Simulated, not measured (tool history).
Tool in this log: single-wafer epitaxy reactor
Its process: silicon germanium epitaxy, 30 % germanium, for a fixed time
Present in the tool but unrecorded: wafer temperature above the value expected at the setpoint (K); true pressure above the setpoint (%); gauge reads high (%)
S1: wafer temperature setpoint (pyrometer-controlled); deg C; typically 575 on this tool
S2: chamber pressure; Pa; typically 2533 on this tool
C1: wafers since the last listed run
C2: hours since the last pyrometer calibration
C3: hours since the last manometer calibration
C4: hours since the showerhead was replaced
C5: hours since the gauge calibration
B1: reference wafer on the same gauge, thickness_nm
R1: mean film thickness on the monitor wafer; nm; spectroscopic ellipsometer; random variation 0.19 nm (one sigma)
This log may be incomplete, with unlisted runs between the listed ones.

run,hour,S1,S2,C1,C2,C3,C4,C5,B1,R1
1,0,575,2533,0,849.9,1470.9,2456,259.4,36.666,31.111
2,13.5,575,2533,143,863.4,1484.4,2469.5,272.9,36.722,30.767
3,21.9,585,2533,89,871.8,1492.8,2477.9,281.3,36.638,36.254
4,37.9,575,2533,170,887.8,1508.8,2493.9,297.3,36.677,30.722
5,55.9,575,2533,191,905.8,1526.8,2511.9,315.3,36.676,30.544
6,67,575,2533,118,916.9,1537.9,2523,326.4,36.675,30.822
7,83.2,575,2533,172,933.1,1554.1,2539.2,342.6,36.69,30.314
8,96.6,575,2533,142,946.5,1567.5,2552.6,356,36.675,30.443
9,103.8,575,2533,76,953.7,1574.7,2559.8,363.2,36.657,30.184
# hour 126.8: capacitance manometer re-zeroed and calibrated
# hour 127.2: pyrometer calibrated
10,127.7,575,2533,164,0.5,0.9,2583.7,387.1,36.719,32.914
11,132.3,580,2533,48,5.1,5.5,2588.3,391.7,36.705,35.773
# hour 152.2: showerhead replaced
12,152.7,575,2533,131,25.5,25.9,0.5,412.1,36.705,32.414
13,163.4,575,2533,113,36.2,36.6,11.2,422.8,36.688,33.031
14,169.8,575,2533,68,42.6,43,17.6,429.2,36.695,32.686
15,188.4,575,2533,197,61.2,61.6,36.2,447.8,36.656,32.477
16,196.7,575,2266,88,69.5,69.9,44.5,456.1,36.739,31.467
17,207.7,575,2533,116,80.5,80.9,55.5,467.1,36.71,32.316
# hour 214.3: gauge calibrated
18,225.6,589,2013,190,98.4,98.8,73.4,11.3,36.703,38.206
19,232.1,590,2720,69,104.9,105.3,79.9,17.8,36.697,43.226
20,242.8,590,3080,113,115.6,116,90.6,28.5,36.653,44.57
21,250.1,566,2533,77,122.9,123.3,97.9,35.8,36.697,27.59
22,265,575,2533,158,137.8,138.2,112.8,50.7,36.755,32.445
23,280.8,590,3093,168,153.6,154,128.6,66.5,36.733,44.822
24,297.3,584,3120,175,170.1,170.5,145.1,83,36.672,40.415
25,311.4,567,2146,149,184.2,184.6,159.2,97.1,36.7,26.568
26,329.1,575,2533,188,201.9,202.3,176.9,114.8,36.683,32.161
27,345.6,582,2840,175,218.4,218.8,193.4,131.3,36.699,37.434
28,357.8,563,2360,129,230.6,231,205.6,143.5,36.71,25.612
29,366,575,2533,87,238.8,239.2,213.8,151.7,36.664,32.186
30,381,561,3120,159,253.8,254.2,228.8,166.7,36.683,27.095
31,396.9,589,2533,169,269.7,270.1,244.7,182.6,36.622,40.63
32,404.2,575,3146,77,277,277.4,252,189.9,36.65,34.614
33,412.6,582,2200,89,285.4,285.8,260.4,198.3,36.729,34.229
34,422.9,575,2533,109,295.7,296.1,270.7,208.6,36.693,32.134
35,438.2,575,2533,162,311,311.4,286,223.9,36.679,32.016

Below are 4 alternative next runs, each starting from the tool's condition after run 35. Predict each:
A,438.6,563,2533,4,311.4,311.8,286.4,224.3,?,?
B,438.6,564,2226,4,311.4,311.8,286.4,224.3,?,?
C,438.6,588,2933,4,311.4,311.8,286.4,224.3,?,?
D,438.6,568,2533,4,311.4,311.8,286.4,224.3,?,?

run,B1,R1
A,36.725,25.947
B,36.725,25.267
C,36.725,41.869
D,36.725,28.314
The same runs, with their run-to-run variation unchanged, on a tool lacking any hidden condition would have given:
run,R1
A,26.943
B,26.235
C,43.393
D,29.389
